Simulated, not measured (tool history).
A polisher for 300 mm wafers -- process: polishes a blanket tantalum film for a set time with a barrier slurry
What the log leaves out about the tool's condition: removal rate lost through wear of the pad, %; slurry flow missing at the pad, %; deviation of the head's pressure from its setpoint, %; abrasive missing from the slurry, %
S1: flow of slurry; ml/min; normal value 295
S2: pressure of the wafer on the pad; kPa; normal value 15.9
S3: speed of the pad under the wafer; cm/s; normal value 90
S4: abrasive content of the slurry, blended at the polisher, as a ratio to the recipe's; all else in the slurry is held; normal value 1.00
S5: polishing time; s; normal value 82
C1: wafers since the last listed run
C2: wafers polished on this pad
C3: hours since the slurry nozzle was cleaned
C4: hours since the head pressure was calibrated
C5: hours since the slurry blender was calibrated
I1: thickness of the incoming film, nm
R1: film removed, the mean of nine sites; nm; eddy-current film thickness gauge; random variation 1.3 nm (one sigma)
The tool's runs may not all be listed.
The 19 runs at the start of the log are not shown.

| run | hour | S1 | S2 | S3 | S4 | S5 | C1 | C2 | C3 | C4 | C5 | I1 | R1 |
|---|---|---|---|---|---|---|---|---|---|---|---|---|---|
| 20 | 1185.5 | 295 | 15.9 | 90 | 0.80 | 108 | 578 | 780 | 383.8 | 966.8 | 234.3 | 461.3 | 140.2 |
| 21 | 1210.7 | 295 | 17.2 | 74 | 1.00 | 82 | 261 | 1041 | 409.0 | 992.0 | 259.5 | 459.3 | 107.3 |
| 22 | 1255.3 | 295 | 15.9 | 90 | 1.00 | 82 | 462 | 1503 | 453.6 | 1036.6 | 304.1 | 462.1 | 123.3 |
| 23 | 1286.2 | 295 | 15.9 | 90 | 1.00 | 82 | 320 | 1823 | 484.5 | 1067.5 | 335.0 | 467.6 | 120.0 |
|  | 1296.2 | head pressure recalibrated |
| 24 | 1350.4 | 295 | 15.9 | 90 | 1.10 | 82 | 644 | 2467 | 548.7 | 54.2 | 399.2 | 457.6 | 127.1 |
|  | 1406.0 | slurry blender recalibrated |
| 25 | 1418.8 | 295 | 15.9 | 90 | 1.00 | 82 | 687 | 3155 | 617.1 | 122.6 | 12.8 | 459.7 | 119.4 |
|  | 1451.9 | worn pad replaced by a new one |
| 26 | 1467.5 | 190 | 13.8 | 90 | 1.00 | 82 | 463 | 161 | 665.8 | 171.3 | 61.5 | 466.7 | 99.4 |
| 27 | 1535.6 | 395 | 20.7 | 78 | 1.00 | 82 | 705 | 866 | 733.9 | 239.4 | 129.6 | 463.3 | 131.8 |
| 28 | 1596.3 | 385 | 11.0 | 116 | 1.20 | 82 | 628 | 1495 | 794.6 | 300.1 | 190.3 | 458.0 | 129.6 |
| 29 | 1650.7 | 355 | 19.3 | 78 | 1.00 | 82 | 563 | 2059 | 849.0 | 354.5 | 244.7 | 462.8 | 121.7 |
| 30 | 1708.5 | 220 | 15.9 | 62 | 1.00 | 67 | 598 | 2657 | 906.8 | 412.3 | 302.5 | 463.3 | 61.5 |
|  | 1796.4 | slurry nozzle cleaned |
|  | 1855.2 | slurry blender recalibrated |
| 31 | 1855.7 | 295 | 15.9 | 90 | 0.90 | 71 | 1493 | 4151 | 59.3 | 559.5 | 0.5 | 450.4 | 101.8 |

Below are 3 alternative next runs, each starting from the tool's condition after run 31. Predict each:
| A | 1856.1 | 295 | 15.9 | 90 | 1.00 | 106 | 4 | 4155 | 59.7 | 559.9 | 0.9 | 457.6 | ? |
| B | 1856.1 | 295 | 15.9 | 70 | 0.85 | 82 | 4 | 4155 | 59.7 | 559.9 | 0.9 | 457.6 | ? |
| C | 1856.1 | 295 | 15.9 | 90 | 1.15 | 82 | 4 | 4155 | 59.7 | 559.9 | 0.9 | 457.6 | ? |

| run | R1 |
|---|---|
| A | 156.1 |
| B | 85.7 |
| C | 128.1 |
With no hidden state in the tool, these same runs would have given:
| run | R1 |
|---|---|
| A | 156.5 |
| B | 86.0 |
| C | 128.4 |
